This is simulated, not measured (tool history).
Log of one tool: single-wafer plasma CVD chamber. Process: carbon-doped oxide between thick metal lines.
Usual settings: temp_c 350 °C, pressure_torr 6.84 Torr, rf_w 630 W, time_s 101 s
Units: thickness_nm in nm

run	hour	temp_c	pressure_torr	rf_w	time_s	wafers since the last listed run	hours since the last thermocouple change	hours since the last RF generator calibration	hours since the last manometer calibration	hours since the showerhead was replaced	hours since the gauge calibration	read-back reference wafer on the same gauge, thickness_nm	thickness_nm
1	0.0	350	6.84	630	101	0	1800.8	1043.8	1977.9	5890.9	69.4	677.088	618.650
2	8.5	350	6.84	630	101	127	1809.3	1052.3	1986.4	5899.4	77.9	675.193	616.787
3	25.5	350	6.84	630	101	255	1826.3	1069.3	2003.4	5916.4	94.9	675.605	620.512
4	37.1	350	6.84	630	101	174	1837.9	1080.9	2015.0	5928.0	106.5	676.378	619.934
5	43.4	350	6.84	630	101	94	1844.2	1087.2	2021.3	5934.3	112.8	675.553	615.813
6	57.6	350	6.84	630	101	213	1858.4	1101.4	2035.5	5948.5	127.0	676.408	618.204
7	66.0	350	6.84	630	101	126	1866.8	1109.8	2043.9	5956.9	135.4	675.601	618.772
8	79.6	350	6.84	630	101	204	1880.4	1123.4	2057.5	5970.5	149.0	675.060	618.480
9	93.3	350	6.84	630	101	205	1894.1	1137.1	2071.2	5984.2	162.7	675.550	620.696
10	106.2	350	6.84	630	101	193	1907.0	1150.0	2084.1	5997.1	175.6	675.899	615.591
11	119.8	350	6.84	630	101	204	1920.6	1163.6	2097.7	6010.7	189.2	676.103	621.171
12	137.3	350	6.84	630	101	262	1938.1	1181.1	2115.2	6028.2	206.7	677.441	616.066
13	144.9	350	6.84	630	101	114	1945.7	1188.7	2122.8	6035.8	214.3	675.527	621.669
# hour 156.0: showerhead replaced
14	160.9	345	5.94	700	89	120	1961.7	1204.7	2138.8	4.9	230.3	676.705	589.547
15	177.9	350	8.42	665	101	255	1978.7	1221.7	2155.8	21.9	247.3	676.084	655.280
# hour 191.0: thermocouple changed; heater temperature recalibrated
16	191.5	350	6.84	630	101	84	0.5	1235.3	2169.4	35.5	260.9	676.058	618.487
17	192.3	342	6.84	570	89	12	1.3	1236.1	2170.2	36.3	261.7	676.006	513.601
# hour 209.4: RF generator calibrated
18	209.9	350	6.84	630	101	144	18.9	0.5	2187.8	53.9	279.3	676.437	620.930
19	220.0	350	6.84	630	101	151	29.0	10.6	2197.9	64.0	289.4	676.346	618.035
# hour 221.7: gauge calibrated
# hour 232.1: capacitance manometer re-zeroed and calibrated
20	232.6	363	5.13	630	101	69	41.6	23.2	0.5	76.6	10.9	675.651	558.483
21	236.2	342	6.84	630	118	54	45.2	26.8	4.1	80.2	14.5	677.667	737.603
22	246.3	350	6.84	630	101	151	55.3	36.9	14.2	90.3	24.6	677.120	617.290
23	256.4	338	6.84	685	101	151	65.4	47.0	24.3	100.4	34.7	677.447	686.891
24	266.9	350	7.87	630	112	157	75.9	57.5	34.8	110.9	45.2	675.708	693.394
25	300.0	350	6.34	740	94	497	109.0	90.6	67.9	144.0	78.3	675.899	642.391
26	312.7	359	6.84	525	101	190	121.7	103.3	80.6	156.7	91.0	675.668	514.010
27	321.4	360	6.84	630	101	130	130.4	112.0	89.3	165.4	99.7	674.911	598.202

Forecast each of these 5 alternatives for the next run:
A	321.8	350	8.06	630	101	6	130.8	112.4	89.7	165.8	100.1	?	?
B	321.8	350	6.84	685	101	6	130.8	112.4	89.7	165.8	100.1	?	?
C	321.8	358	6.84	590	101	6	130.8	112.4	89.7	165.8	100.1	?	?
D	321.8	350	8.41	630	119	6	130.8	112.4	89.7	165.8	100.1	?	?
E	321.8	350	7.51	630	101	6	130.8	112.4	89.7	165.8	100.1	?	?

run	read-back reference wafer on the same gauge, thickness_nm	thickness_nm
A	676.605	627.231
B	676.605	659.391
C	676.605	570.857
D	676.605	741.263
E	676.605	623.034
Without the tool's hidden state the same runs would have given:
run	thickness_nm
A	627.231
B	659.391
C	570.857
D	741.263
E	623.034

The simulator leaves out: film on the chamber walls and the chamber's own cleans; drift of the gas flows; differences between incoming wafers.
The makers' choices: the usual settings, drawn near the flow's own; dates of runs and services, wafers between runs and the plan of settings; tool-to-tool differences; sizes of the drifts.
